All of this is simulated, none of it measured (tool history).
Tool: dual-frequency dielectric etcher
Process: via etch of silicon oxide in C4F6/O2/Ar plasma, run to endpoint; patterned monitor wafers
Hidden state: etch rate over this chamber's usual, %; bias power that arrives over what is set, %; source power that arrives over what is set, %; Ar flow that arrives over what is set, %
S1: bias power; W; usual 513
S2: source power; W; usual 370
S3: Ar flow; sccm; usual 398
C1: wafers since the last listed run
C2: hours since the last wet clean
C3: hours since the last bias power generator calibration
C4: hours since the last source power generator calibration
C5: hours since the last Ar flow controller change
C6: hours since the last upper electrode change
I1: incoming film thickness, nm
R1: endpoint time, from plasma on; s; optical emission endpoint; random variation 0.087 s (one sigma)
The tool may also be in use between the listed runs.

Run 1, hour 0: usual settings; C1 0; C2 296.1; C3 1064.1; C4 2945.2; C5 2840.4; C6 848.8; I1 105.2. Result: R1 23.8 s.
Run 2, hour 41.4: usual settings; C1 429; C2 337.5; C3 1105.5; C4 2986.6; C5 2881.8; C6 890.2; I1 106.4. Result: R1 24.2 s.
Run 3, hour 66: usual settings but S1 606 W, S3 359 sccm; C1 255; C2 362.1; C3 1130.1; C4 3011.2; C5 2906.4; C6 914.8; I1 105.1. Result: R1 22.1 s.
Run 4, hour 199.5: usual settings; C1 1385; C2 495.6; C3 1263.6; C4 3144.7; C5 3039.9; C6 1048.3; I1 105. Result: R1 23.8 s.
At hour 242.1: wet clean of the chamber.
At hour 291.4: source power generator calibrated.
Run 5, hour 368.1: usual settings; C1 1459; C2 126; C3 1432.2; C4 76.7; C5 3208.5; C6 1216.9; I1 104.7. Result: R1 24.2 s.
Run 6, hour 436.1: usual settings; C1 705; C2 194; C3 1500.2; C4 144.7; C5 3276.5; C6 1284.9; I1 105. Result: R1 24.2 s.
Run 7, hour 492.1: usual settings; C1 581; C2 250; C3 1556.2; C4 200.7; C5 3332.5; C6 1340.9; I1 105.9. Result: R1 24.4 s.
At hour 507.8: bias power generator calibrated.
Run 8, hour 537.8: usual settings; C1 432; C2 295.7; C3 30; C4 246.4; C5 3378.2; C6 1386.6; I1 104.9. Result: R1 23.9 s.
At hour 569.3: Ar flow controller replaced.
Run 9, hour 609.7: usual settings; C1 683; C2 367.6; C3 101.9; C4 318.3; C5 40.4; C6 1458.5; I1 105.8. Result: R1 23.7 s.
Run 10, hour 652.9: usual settings; C1 448; C2 410.8; C3 145.1; C4 361.5; C5 83.6; C6 1501.7; I1 105.3. Result: R1 23.6 s.
Run 11, hour 712: usual settings but S1 386 W, S3 450 sccm; C1 613; C2 469.9; C3 204.2; C4 420.6; C5 142.7; C6 1560.8; I1 105.1. Result: R1 26.3 s.
Run 12, hour 767.3: usual settings but S3 331 sccm; C1 573; C2 525.2; C3 259.5; C4 475.9; C5 198; C6 1616.1; I1 106. Result: R1 23 s.
At hour 834.6: wet clean of the chamber.
Run 13, hour 892.1: usual settings but S2 450 W; C1 1046; C2 57.5; C3 384.3; C4 600.7; C5 322.8; C6 1740.9; I1 104.9. Result: R1 22.5 s.
Run 14, hour 945.1: usual settings but S2 440 W; C1 549; C2 110.5; C3 437.3; C4 653.7; C5 375.8; C6 1793.9; I1 105.5. Result: R1 22.8 s.
Run 15, hour 1007.5: usual settings; C1 647; C2 172.9; C3 499.7; C4 716.1; C5 438.2; C6 1856.3; I1 105.4. Result: R1 24 s.
Run 16, hour 1076: usual settings but S3 472 sccm; C1 710; C2 241.4; C3 568.2; C4 784.6; C5 506.7; C6 1924.8; I1 104.8. Result: R1 24.4 s.
At hour 1146.5: upper electrode replaced.
Run 17, hour 1147: usual settings; C1 487; C2 312.4; C3 639.2; C4 855.6; C5 577.7; C6 0.5; I1 105. Result: R1 23.9 s.
Run 18, hour 1216.6: usual settings but S1 441 W; C1 722; C2 382; C3 708.8; C4 925.2; C5 647.3; C6 70.1; I1 104.1. Result: R1 25 s.
Run 19, hour 1260.7: usual settings; C1 457; C2 426.1; C3 752.9; C4 969.3; C5 691.4; C6 114.2; I1 104.2. Result: R1 23.6 s.
Run 20, hour 1325.3: usual settings; C1 670; C2 490.7; C3 817.5; C4 1033.9; C5 756; C6 178.8; I1 105. Result: R1 23.7 s.
Run 21, hour 1357: usual settings but S1 595 W, S2 430 W, S3 348 sccm; C1 328; C2 522.4; C3 849.2; C4 1065.6; C5 787.7; C6 210.5; I1 105.4. Result: R1 21 s.
At hour 1396.8: wet clean of the chamber.
Run 22, hour 1399.9: usual settings but S1 439 W, S2 320 W; C1 196; C2 3.1; C3 892.1; C4 1108.5; C5 830.6; C6 253.4; I1 104.6. Result: R1 27.2 s.
Run 23, hour 1455.4: usual settings but S2 420 W; C1 575; C2 58.6; C3 947.6; C4 1164; C5 886.1; C6 308.9; I1 104.8. Result: R1 23.2 s.
Run 24, hour 1482.3: usual settings but S2 410 W, S3 320 sccm; C1 279; C2 85.5; C3 974.5; C4 1190.9; C5 913; C6 335.8; I1 105.7. Result: R1 23 s.
Run 25, hour 1553.6: usual settings but S1 599 W; C1 739; C2 156.8; C3 1045.8; C4 1262.2; C5 984.3; C6 407.1; I1 105.6. Result: R1 23.1 s.
Run 26, hour 1577.7: usual settings; C1 250; C2 180.9; C3 1069.9; C4 1286.3; C5 1008.4; C6 431.2; I1 105.7. Result: R1 24.4 s.
Run 27, hour 1634.6: usual settings; C1 590; C2 237.8; C3 1126.8; C4 1343.2; C5 1065.3; C6 488.1; I1 104.2. Result: R1 24.1 s.
Run 28, hour 1688.2: usual settings but S1 439 W, S2 320 W; C1 556; C2 291.4; C3 1180.4; C4 1396.8; C5 1118.9; C6 541.7; I1 105.2. Result: R1 26.7 s.

Forecast each of these 5 alternatives for the next run:
Run A, hour 1688.6: usual settings; C1 4; C2 291.8; C3 1180.8; C4 1397.2; C5 1119.3; C6 542.1; I1 105.1. Result: R1 ?.
Run B, hour 1688.6: usual settings but S3 338 sccm; C1 4; C2 291.8; C3 1180.8; C4 1397.2; C5 1119.3; C6 542.1; I1 105.1. Result: R1 ?.
Run C, hour 1688.6: usual settings but S1 616 W, S3 494 sccm; C1 4; C2 291.8; C3 1180.8; C4 1397.2; C5 1119.3; C6 542.1; I1 105.1. Result: R1 ?.
Run D, hour 1688.6: usual settings but S2 330 W; C1 4; C2 291.8; C3 1180.8; C4 1397.2; C5 1119.3; C6 542.1; I1 105.1. Result: R1 ?.
Run E, hour 1688.6: usual settings but S2 430 W, S3 490 sccm; C1 4; C2 291.8; C3 1180.8; C4 1397.2; C5 1119.3; C6 542.1; I1 105.1. Result: R1 ?.

run    R1
  A  24.3
  B  23.8
  C  23.3
  D  25.2
  E  23.7
Without the tool's hidden state the same runs would have given:
run    R1
  A  24.4
  B  23.9
  C  23.5
  D  25.4
  E  23.8
